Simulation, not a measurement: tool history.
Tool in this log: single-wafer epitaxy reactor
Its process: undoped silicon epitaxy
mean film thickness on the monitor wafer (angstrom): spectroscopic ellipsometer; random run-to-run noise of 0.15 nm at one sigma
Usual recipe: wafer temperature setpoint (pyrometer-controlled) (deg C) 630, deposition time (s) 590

run,hour,wafer temperature setpoint (pyrometer-controlled) (deg C),deposition time (s),"read-back reference wafer on the same gauge, thickness_nm",mean film thickness on the monitor wafer (angstrom)
1,0.0,630,590,43.967,539.37
2,67.5,630,590,43.971,541.06
3,101.0,630,590,43.960,540.93
4,158.5,630,529,43.885,485.56
5,218.4,630,590,43.872,539.51
6,266.8,630,590,43.800,541.40
7,301.7,630,590,43.860,539.27
8,327.9,630,590,43.791,537.54
9,390.8,630,590,43.738,540.54
10,436.9,630,590,43.760,536.02
11,505.4,630,590,43.693,535.49
12,565.0,630,590,43.680,539.88
13,596.7,630,590,43.724,537.19
# hour 611.4: gauge calibrated
14,626.3,630,590,44.114,542.29
15,686.4,630,590,44.050,543.76

What does the tool deliver on the next run?
16,741.2,626,672,?,?

{"run 16": {"read-back reference wafer on the same gauge, thickness_nm": 44.047, "mean film thickness on the monitor wafer (angstrom)": 569.45}}
With the hidden condition absent and the run-to-run variation left alone, this run would have shown mean film thickness on the monitor wafer (angstrom) 569.83.
